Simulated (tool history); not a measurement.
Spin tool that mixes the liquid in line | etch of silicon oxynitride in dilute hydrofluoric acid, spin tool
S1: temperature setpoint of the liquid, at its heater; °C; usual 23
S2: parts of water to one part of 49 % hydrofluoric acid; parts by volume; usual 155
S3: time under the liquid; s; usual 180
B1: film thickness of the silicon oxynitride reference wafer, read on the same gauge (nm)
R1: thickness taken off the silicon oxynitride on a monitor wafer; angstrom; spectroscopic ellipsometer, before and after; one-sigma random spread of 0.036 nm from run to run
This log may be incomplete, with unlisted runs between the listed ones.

run,hour,S1,S2,S3,B1,R1
1,0,23,155,180,48.81,51.2
2,23.9,23,155,180,48.78,51.9
3,50.2,23,155,180,48.71,51
4,76.8,23,155,180,48.69,50.9
5,105.9,23,155,180,48.7,51.4
6,124,25.5,155,220,48.65,71
7,152.9,23,190,180,48.67,40.2
8,200.1,23,190,180,48.59,40.3
9,225.9,23,155,180,48.6,51.4
# hour 240.8: hydrofluoric acid flow meter replaced
10,241.3,23,155,180,48.57,51.4
11,273.6,23,155,180,48.57,50.7
12,293.1,23,230,110,48.63,20
13,308.1,23,215,180,48.59,35.4
14,332.3,20.5,195,85,48.55,16.6
# hour 404.8: gauge calibrated
15,433.6,21.5,155,180,50.2,49.2
16,464.2,23,155,180,50.05,52.8
17,490.9,23,155,180,49.94,52.3
18,504.8,27.5,155,245,49.85,88.1
19,524,25,155,180,49.77,57.4
20,539.3,23,200,180,49.69,39.4
21,552.1,23,155,270,49.69,78.5
# hour 578.8: thermometer replaced
22,587.6,18.5,195,180,49.54,32.1
23,606.9,26.5,185,135,49.53,37.7
24,638.7,23,155,180,49.42,52.1
25,651.5,23,155,180,49.31,52
26,684.1,27,155,225,49.27,77.8
27,703.3,19.5,115,210,49.18,70.8
28,717.7,25.5,155,225,49.22,73
29,745.6,23,155,150,49.16,43.5
30,763.1,23,205,130,49.12,27.1
31,787.3,26.5,200,230,49.08,57.6
32,800.4,23,155,180,49.06,51.2
33,818.1,25.5,105,180,49.04,89.1

4 options for the next run, each taken on its own from the tool as it stands now. Forecast them:
A,818.6,23,155,180,?,?
B,818.6,23,115,265,?,?
C,818.6,23,95,85,?,?
D,818.6,25.5,155,180,?,?

run,B1,R1
A,49.04,51.6
B,49.04,105.7
C,49.04,41.7
D,49.04,57.9
With the hidden condition removed and each run's random variation left untouched, the same runs would have given:
run,R1
A,52.7
B,107.8
C,42.5
D,59
